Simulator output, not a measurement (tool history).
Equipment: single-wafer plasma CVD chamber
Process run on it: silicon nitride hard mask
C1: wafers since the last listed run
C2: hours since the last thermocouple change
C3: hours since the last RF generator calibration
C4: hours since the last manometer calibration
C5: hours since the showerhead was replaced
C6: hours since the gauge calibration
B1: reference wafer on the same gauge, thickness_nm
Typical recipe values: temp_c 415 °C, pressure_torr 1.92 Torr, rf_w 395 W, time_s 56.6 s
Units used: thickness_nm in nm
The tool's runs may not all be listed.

run 1 day=0.000 | temp_c=415 pressure_torr=1.92 rf_w=355 time_s=64.1 | C1=0 C2=2510.1 C3=493.3 C4=2753.5 C5=2270.8 C6=725.9 | B1=61.736 | thickness_nm=81.521
run 2 day=1.754 | temp_c=415 pressure_torr=1.54 rf_w=395 time_s=56.6 | C1=1201 C2=2552.2 C3=535.4 C4=2795.6 C5=2312.9 C6=768.0 | B1=61.713 | thickness_nm=70.476
run 3 day=3.083 | temp_c=415 pressure_torr=1.54 rf_w=395 time_s=56.6 | C1=910 C2=2584.1 C3=567.3 C4=2827.5 C5=2344.8 C6=799.9 | B1=61.710 | thickness_nm=70.805
run 4 day=10.258 | temp_c=415 pressure_torr=1.92 rf_w=395 time_s=59.6 | C1=4913 C2=2756.3 C3=739.5 C4=2999.7 C5=2517.0 C6=972.1 | B1=61.770 | thickness_nm=78.748
run 5 day=13.246 | temp_c=415 pressure_torr=1.92 rf_w=395 time_s=56.6 | C1=2045 C2=2828.0 C3=811.2 C4=3071.4 C5=2588.7 C6=1043.8 | B1=61.706 | thickness_nm=75.311
run 6 day=14.879 | temp_c=415 pressure_torr=1.92 rf_w=395 time_s=56.6 | C1=1118 C2=2867.2 C3=850.4 C4=3110.6 C5=2627.9 C6=1083.0 | B1=61.700 | thickness_nm=74.346
-- day=16.108 capacitance manometer re-zeroed and calibrated
run 7 day=17.688 | temp_c=415 pressure_torr=1.92 rf_w=395 time_s=56.6 | C1=1694 C2=2934.6 C3=917.8 C4=37.9 C5=2695.3 C6=1150.4 | B1=61.655 | thickness_nm=74.560
run 8 day=19.217 | temp_c=415 pressure_torr=1.92 rf_w=395 time_s=56.6 | C1=1047 C2=2971.3 C3=954.5 C4=74.6 C5=2732.0 C6=1187.1 | B1=61.652 | thickness_nm=74.423
-- day=19.917 thermocouple changed; heater temperature recalibrated
-- day=21.438 gauge calibrated
run 9 day=21.796 | temp_c=424 pressure_torr=1.92 rf_w=345 time_s=56.6 | C1=1537 C2=45.1 C3=1016.4 C4=136.5 C5=2793.9 C6=8.6 | B1=61.633 | thickness_nm=69.837
run 10 day=23.104 | temp_c=424 pressure_torr=1.92 rf_w=345 time_s=56.6 | C1=895 C2=76.5 C3=1047.8 C4=167.9 C5=2825.3 C6=40.0 | B1=61.624 | thickness_nm=70.153
run 11 day=24.717 | temp_c=415 pressure_torr=1.92 rf_w=395 time_s=56.6 | C1=1104 C2=115.2 C3=1086.5 C4=206.6 C5=2864.0 C6=78.7 | B1=61.729 | thickness_nm=73.851
run 12 day=27.567 | temp_c=415 pressure_torr=1.92 rf_w=395 time_s=56.6 | C1=1951 C2=183.6 C3=1154.9 C4=275.0 C5=2932.4 C6=147.1 | B1=61.726 | thickness_nm=73.362
-- day=28.808 RF generator calibrated
run 13 day=28.921 | temp_c=415 pressure_torr=1.92 rf_w=395 time_s=56.6 | C1=699 C2=216.1 C3=2.7 C4=307.5 C5=2964.9 C6=179.6 | B1=61.643 | thickness_nm=72.523
-- day=30.192 showerhead replaced
run 14 day=31.400 | temp_c=415 pressure_torr=1.66 rf_w=365 time_s=64.5 | C1=1469 C2=275.6 C3=62.2 C4=367.0 C5=29.0 C6=239.1 | B1=61.662 | thickness_nm=76.812
run 15 day=32.708 | temp_c=415 pressure_torr=1.92 rf_w=395 time_s=56.6 | C1=895 C2=307.0 C3=93.6 C4=398.4 C5=60.4 C6=270.5 | B1=61.699 | thickness_nm=72.453
run 16 day=33.954 | temp_c=423 pressure_torr=2.15 rf_w=460 time_s=49.9 | C1=853 C2=336.9 C3=123.5 C4=428.3 C5=90.3 C6=300.4 | B1=61.673 | thickness_nm=70.293
run 17 day=35.000 | temp_c=415 pressure_torr=1.92 rf_w=395 time_s=47.5 | C1=716 C2=362.0 C3=148.6 C4=453.4 C5=115.4 C6=325.5 | B1=61.688 | thickness_nm=60.697
run 18 day=36.458 | temp_c=422 pressure_torr=1.92 rf_w=395 time_s=56.6 | C1=998 C2=397.0 C3=183.6 C4=488.4 C5=150.4 C6=360.5 | B1=61.700 | thickness_nm=72.040
run 19 day=39.317 | temp_c=415 pressure_torr=1.73 rf_w=395 time_s=67.8 | C1=1957 C2=465.6 C3=252.2 C4=557.0 C5=219.0 C6=429.1 | B1=61.719 | thickness_nm=84.147
-- day=40.229 RF generator calibrated, repeated, since the last time left the tool worse
run 20 day=40.429 | temp_c=415 pressure_torr=1.66 rf_w=365 time_s=64.5 | C1=533 C2=492.3 C3=4.8 C4=583.7 C5=245.7 C6=455.8 | B1=61.785 | thickness_nm=80.034
run 21 day=42.446 | temp_c=415 pressure_torr=1.92 rf_w=395 time_s=56.6 | C1=1380 C2=540.7 C3=53.2 C4=632.1 C5=294.1 C6=504.2 | B1=61.631 | thickness_nm=75.704
run 22 day=44.383 | temp_c=415 pressure_torr=1.92 rf_w=395 time_s=56.6 | C1=1326 C2=587.2 C3=99.7 C4=678.6 C5=340.6 C6=550.7 | B1=61.710 | thickness_nm=75.510
run 23 day=45.638 | temp_c=415 pressure_torr=1.92 rf_w=395 time_s=56.6 | C1=858 C2=617.3 C3=129.8 C4=708.7 C5=370.7 C6=580.8 | B1=61.684 | thickness_nm=75.410
run 24 day=47.688 | temp_c=415 pressure_torr=2.09 rf_w=445 time_s=62.3 | C1=1403 C2=666.5 C3=179.0 C4=757.9 C5=419.9 C6=630.0 | B1=61.729 | thickness_nm=89.577
run 25 day=50.229 | temp_c=415 pressure_torr=1.92 rf_w=395 time_s=65.2 | C1=1740 C2=727.5 C3=240.0 C4=818.9 C5=480.9 C6=691.0 | B1=61.713 | thickness_nm=86.959
run 26 day=52.029 | temp_c=402 pressure_torr=1.92 rf_w=395 time_s=56.6 | C1=1232 C2=770.7 C3=283.2 C4=862.1 C5=524.1 C6=734.2 | B1=61.656 | thickness_nm=75.531
run 27 day=53.088 | temp_c=415 pressure_torr=1.63 rf_w=460 time_s=48.5 | C1=724 C2=796.1 C3=308.6 C4=887.5 C5=549.5 C6=759.6 | B1=61.661 | thickness_nm=65.501

Alternative continuations, all from the tool just after run 27; predict every row:
run A day=53.104 | temp_c=415 pressure_torr=1.92 rf_w=395 time_s=56.6 | C1=11 C2=796.5 C3=309.0 C4=887.9 C5=549.9 C6=760.0 | B1=? | thickness_nm=?
run B day=53.104 | temp_c=405 pressure_torr=1.92 rf_w=365 time_s=51.5 | C1=11 C2=796.5 C3=309.0 C4=887.9 C5=549.9 C6=760.0 | B1=? | thickness_nm=?
run C day=53.104 | temp_c=415 pressure_torr=1.92 rf_w=365 time_s=56.6 | C1=11 C2=796.5 C3=309.0 C4=887.9 C5=549.9 C6=760.0 | B1=? | thickness_nm=?

run=A B1=61.749 thickness_nm=74.844
run=B B1=61.749 thickness_nm=66.179
run=C B1=61.749 thickness_nm=72.440
Had the tool no hidden state, the same runs would have come out as:
run=A thickness_nm=75.153
run=B thickness_nm=66.474
run=C thickness_nm=72.763
